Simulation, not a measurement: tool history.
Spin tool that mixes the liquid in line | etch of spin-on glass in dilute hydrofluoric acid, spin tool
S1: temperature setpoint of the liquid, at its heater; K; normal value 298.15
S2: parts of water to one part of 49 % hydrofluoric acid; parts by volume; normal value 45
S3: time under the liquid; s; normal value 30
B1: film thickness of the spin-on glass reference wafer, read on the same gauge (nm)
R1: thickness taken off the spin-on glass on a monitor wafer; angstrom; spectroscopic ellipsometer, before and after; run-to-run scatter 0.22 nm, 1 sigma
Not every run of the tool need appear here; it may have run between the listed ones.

{"run": 1, "hour": 0.0, "S1": 298.15, "S2": 40, "S3": 15, "B1": 70.01, "R1": 283.2}
{"run": 2, "hour": 53.4, "S1": 298.15, "S2": 30, "S3": 30, "B1": 69.99, "R1": 760.5}
{"run": 3, "hour": 207.9, "S1": 298.15, "S2": 30, "S3": 30, "B1": 69.98, "R1": 763}
{"run": 4, "hour": 234.0, "S1": 298.15, "S2": 45, "S3": 30, "B1": 70, "R1": 505.8}
{"hour": 311.6, "done": "thermometer replaced, repeated, since the last time left the tool worse"}
{"run": 5, "hour": 342.1, "S1": 298.15, "S2": 45, "S3": 30, "B1": 70, "R1": 460.5}
{"run": 6, "hour": 367.7, "S1": 298.15, "S2": 45, "S3": 30, "B1": 69.98, "R1": 463.9}
{"run": 7, "hour": 404.7, "S1": 298.15, "S2": 45, "S3": 30, "B1": 69.99, "R1": 465.9}
{"run": 8, "hour": 440.0, "S1": 298.15, "S2": 45, "S3": 30, "B1": 70.04, "R1": 470.3}
{"run": 9, "hour": 473.6, "S1": 298.15, "S2": 45, "S3": 30, "B1": 69.99, "R1": 460}
{"run": 10, "hour": 513.5, "S1": 298.15, "S2": 45, "S3": 30, "B1": 70.02, "R1": 463.8}
{"hour": 568.2, "done": "hydrofluoric acid flow meter replaced"}
{"run": 11, "hour": 579.3, "S1": 295.15, "S2": 30, "S3": 50, "B1": 70, "R1": 1052.8}
{"run": 12, "hour": 631.4, "S1": 294.15, "S2": 45, "S3": 30, "B1": 70.04, "R1": 392.4}
{"run": 13, "hour": 659.3, "S1": 298.15, "S2": 45, "S3": 30, "B1": 70.01, "R1": 469.2}
{"run": 14, "hour": 729.5, "S1": 298.15, "S2": 45, "S3": 30, "B1": 70.05, "R1": 474.3}
{"run": 15, "hour": 760.4, "S1": 302.65, "S2": 60, "S3": 50, "B1": 70.01, "R1": 687.4}
{"run": 16, "hour": 825.2, "S1": 298.15, "S2": 45, "S3": 30, "B1": 70, "R1": 468.7}
{"run": 17, "hour": 860.4, "S1": 298.15, "S2": 45, "S3": 30, "B1": 70.01, "R1": 473.3}
{"run": 18, "hour": 900.4, "S1": 294.65, "S2": 40, "S3": 35, "B1": 69.98, "R1": 542.3}
{"run": 19, "hour": 963.6, "S1": 298.15, "S2": 45, "S3": 30, "B1": 70.01, "R1": 475.6}
{"hour": 966.0, "done": "gauge calibrated"}
{"run": 20, "hour": 998.4, "S1": 294.15, "S2": 40, "S3": 30, "B1": 70.01, "R1": 452.6}
{"run": 21, "hour": 1031.7, "S1": 298.15, "S2": 45, "S3": 30, "B1": 70.01, "R1": 473.6}
{"run": 22, "hour": 1089.6, "S1": 298.15, "S2": 30, "S3": 25, "B1": 70.01, "R1": 604.7}
{"run": 23, "hour": 1121.7, "S1": 294.65, "S2": 45, "S3": 30, "B1": 70.03, "R1": 411.7}
{"run": 24, "hour": 1174.6, "S1": 301.15, "S2": 35, "S3": 45, "B1": 70.01, "R1": 1046.4}
{"run": 25, "hour": 1246.2, "S1": 298.15, "S2": 45, "S3": 30, "B1": 70, "R1": 478.3}
{"run": 26, "hour": 1290.2, "S1": 298.15, "S2": 45, "S3": 30, "B1": 69.97, "R1": 480.3}
{"run": 27, "hour": 1347.4, "S1": 299.65, "S2": 65, "S3": 45, "B1": 70.02, "R1": 517.9}
{"run": 28, "hour": 1381.0, "S1": 298.15, "S2": 40, "S3": 15, "B1": 70.01, "R1": 273.7}
{"run": 29, "hour": 1430.1, "S1": 298.15, "S2": 45, "S3": 15, "B1": 69.99, "R1": 240.6}
{"run": 30, "hour": 1458.2, "S1": 298.15, "S2": 35, "S3": 30, "B1": 70.01, "R1": 631.4}
{"run": 31, "hour": 1502.8, "S1": 300.15, "S2": 45, "S3": 45, "B1": 69.98, "R1": 784.7}
{"hour": 1517.9, "done": "thermometer replaced"}
{"run": 32, "hour": 1530.0, "S1": 298.15, "S2": 45, "S3": 30, "B1": 70.03, "R1": 464.6}
{"run": 33, "hour": 1573.7, "S1": 298.15, "S2": 60, "S3": 20, "B1": 70.04, "R1": 226.5}
{"run": 34, "hour": 1603.2, "S1": 298.15, "S2": 45, "S3": 45, "B1": 70, "R1": 691.5}
{"run": 35, "hour": 1775.0, "S1": 298.15, "S2": 45, "S3": 30, "B1": 70.02, "R1": 468.7}

What if the next run were any one of these 3? Each begins from the tool's condition after run 35:
{"run": "A", "hour": 1775.4, "S1": 302.15, "S2": 45, "S3": 30, "B1": "?", "R1": "?"}
{"run": "B", "hour": 1775.4, "S1": 298.15, "S2": 55, "S3": 20, "B1": "?", "R1": "?"}
{"run": "C", "hour": 1775.4, "S1": 298.15, "S2": 50, "S3": 30, "B1": "?", "R1": "?"}

run=A B1=70.01 R1=546.8
run=B B1=70.01 R1=250.4
run=C B1=70.01 R1=416
Without the tool's unlogged condition, the same runs would have read:
run=A R1=541.9
run=B R1=248.1
run=C R1=412.2

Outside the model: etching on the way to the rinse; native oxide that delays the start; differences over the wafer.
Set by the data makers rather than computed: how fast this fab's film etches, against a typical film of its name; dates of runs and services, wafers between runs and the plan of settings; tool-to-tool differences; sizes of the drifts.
